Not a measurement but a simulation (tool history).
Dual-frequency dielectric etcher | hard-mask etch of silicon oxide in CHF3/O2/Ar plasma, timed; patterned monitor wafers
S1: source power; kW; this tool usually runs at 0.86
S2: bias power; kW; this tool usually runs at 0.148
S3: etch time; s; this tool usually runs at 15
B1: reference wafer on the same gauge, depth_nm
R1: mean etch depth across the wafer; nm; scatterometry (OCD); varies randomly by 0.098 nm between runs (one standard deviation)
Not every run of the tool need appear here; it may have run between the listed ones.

Run 1, day 0: usual settings but S2 0.128 kW, S3 16.5 s; B1 27.81. Result: R1 34.04 nm.
Run 2, day 0.546: usual settings but S2 0.128 kW, S3 16.5 s; B1 27.79. Result: R1 34.16 nm.
Run 3, day 1.275: usual settings but S2 0.128 kW, S3 16.5 s; B1 27.79. Result: R1 34.35 nm.
Run 4, day 2.267: usual settings; B1 27.81. Result: R1 32.4 nm.
Run 5, day 3.467: usual settings; B1 27.79. Result: R1 32.4 nm.
Run 6, day 4.838: usual settings; B1 27.8. Result: R1 32.48 nm.
Run 7, day 5.383: usual settings; B1 27.81. Result: R1 32.39 nm.
Run 8, day 6.133: usual settings but S1 0.67 kW, S2 0.128 kW, S3 16.5 s; B1 27.8. Result: R1 30.38 nm.
Run 9, day 6.925: usual settings but S2 0.171 kW, S3 12.5 s; B1 27.8. Result: R1 28.34 nm.
Run 10, day 7.938: usual settings but S1 0.76 kW; B1 27.81. Result: R1 30.63 nm.
Run 11, day 9.112: usual settings but S1 1.05 kW, S3 13 s; B1 27.8. Result: R1 30.75 nm.
Run 12, day 9.775: usual settings; B1 27.78. Result: R1 32.32 nm.
Run 13, day 10.521: usual settings but S1 0.95 kW, S2 0.172 kW; B1 27.8. Result: R1 35.39 nm.
Run 14, day 14.525: usual settings but S1 0.93 kW, S3 14 s; B1 27.79. Result: R1 31.57 nm.
Run 15, day 15.512: usual settings but S1 0.73 kW, S2 0.122 kW, S3 17 s; B1 27.8. Result: R1 32.65 nm.
Run 16, day 16.483: usual settings; B1 27.81. Result: R1 32.61 nm.
At day 17.058: gauge calibrated.
At day 17.421: bias power generator calibrated.
Run 17, day 17.508: usual settings but S1 0.68 kW; B1 27.79. Result: R1 29.52 nm.
Run 18, day 18.421: usual settings but S3 12.5 s; B1 27.78. Result: R1 27.22 nm.
Run 19, day 19.704: usual settings but S1 0.94 kW, S3 18 s; B1 27.79. Result: R1 40.74 nm.
Run 20, day 20.329: usual settings but S1 1.06 kW, S2 0.179 kW, S3 18 s; B1 27.8. Result: R1 45.83 nm.
At day 22.208: wet clean of the chamber.
Run 21, day 22.229: usual settings but S1 0.94 kW, S2 0.136 kW, S3 19 s; B1 27.79. Result: R1 41.69 nm.
Run 22, day 22.242: usual settings; B1 27.78. Result: R1 32.31 nm.
Run 23, day 23.462: usual settings; B1 27.79. Result: R1 32.22 nm.
Run 24, day 23.996: usual settings but S1 0.79 kW, S2 0.126 kW, S3 16.5 s; B1 27.77. Result: R1 32.68 nm.
Run 25, day 25.225: usual settings but S2 0.16 kW, S3 17 s; B1 27.81. Result: R1 37.36 nm.
Run 26, day 26.067: usual settings; B1 27.8. Result: R1 32.32 nm.
Run 27, day 27.558: usual settings; B1 27.8. Result: R1 32.5 nm.
Run 28, day 28.462: usual settings but S1 1.02 kW, S3 13 s; B1 27.78. Result: R1 30.35 nm.
Run 29, day 29.55: usual settings but S2 0.128 kW, S3 16.5 s; B1 27.81. Result: R1 34.06 nm.
Run 30, day 30.588: usual settings but S1 0.99 kW, S2 0.171 kW; B1 27.8. Result: R1 35.96 nm.

4 ways to go on from here, each from the tool as it stands after run 30. What would each give?
Run A, day 30.604: usual settings but S3 12 s; B1 ?. Result: R1 ?.
Run B, day 30.604: usual settings but S1 0.77 kW, S2 0.171 kW, S3 18 s; B1 ?. Result: R1 ?.
Run C, day 30.604: usual settings but S2 0.133 kW; B1 ?. Result: R1 ?.
Run D, day 30.604: usual settings but S2 0.171 kW; B1 ?. Result: R1 ?.

run    B1     R1
  A  27.8   25.9
  B  27.8  38.43
  C  27.8  31.46
  D  27.8   33.7
With the hidden condition removed and each run's random variation left untouched, the same runs would have given:
run     R1
  A  25.74
  B   38.2
  C  31.27
  D  33.49
